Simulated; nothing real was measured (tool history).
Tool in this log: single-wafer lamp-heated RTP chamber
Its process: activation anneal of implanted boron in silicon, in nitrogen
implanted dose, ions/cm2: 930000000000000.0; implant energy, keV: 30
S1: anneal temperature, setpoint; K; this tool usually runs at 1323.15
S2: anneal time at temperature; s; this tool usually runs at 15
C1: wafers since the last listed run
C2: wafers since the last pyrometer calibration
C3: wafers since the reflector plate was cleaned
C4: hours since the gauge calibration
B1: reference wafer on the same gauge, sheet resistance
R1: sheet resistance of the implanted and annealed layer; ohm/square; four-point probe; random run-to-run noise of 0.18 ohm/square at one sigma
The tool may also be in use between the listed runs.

run   hour       S1  S2    C1    C2     C3     C4     B1      R1
  1      0  1323.15  15     0  2969  10244   64.5  96.99  118.42
      73.7  -- pyrometer window cleaned and pyrometer calibrated
  2   74.2  1323.15  15  1162     9  11406  138.7  97.05  118.41
     137.6  -- reflector plate cleaned
  3  164.7  1323.15  15  1448  1457    476  229.2  97.16  118.59
       343  -- pyrometer window cleaned and pyrometer calibrated
  4  386.6  1323.15  20  3755   766   4231  451.1  97.46  118.38
  5  460.8  1323.15  20  1302  2068   5534  525.3  97.48  118.77
  6    498  1323.15  15   653  2722   6187  562.5  97.52  119.18
  7    555  1302.15  15  1000  3722   7188  619.5  97.56  120.29
  8  600.7  1301.15  15   802  4525   7990  665.2  97.56   120.4
     636.1  -- pyrometer window cleaned and pyrometer calibrated
  9  669.5  1337.15  17  1067   586   9058    734  97.73  118.72
     689.6  -- gauge calibrated
     722.7  -- reflector plate cleaned
     880.8  -- pyrometer window cleaned and pyrometer calibrated
 10    918  1293.15  22  4081   652   3288  228.4  97.22  120.36

Forecast run 11:
 11  1011  1323.15  15  1632  2285  4921  321.4   ?   ?

{"run 11": {"B1": 97.45, "R1": 118.48}}
Take away the tool's hidden state, keep the run-to-run variation as it was, and the same run would have given R1 118.04 ohm/square.
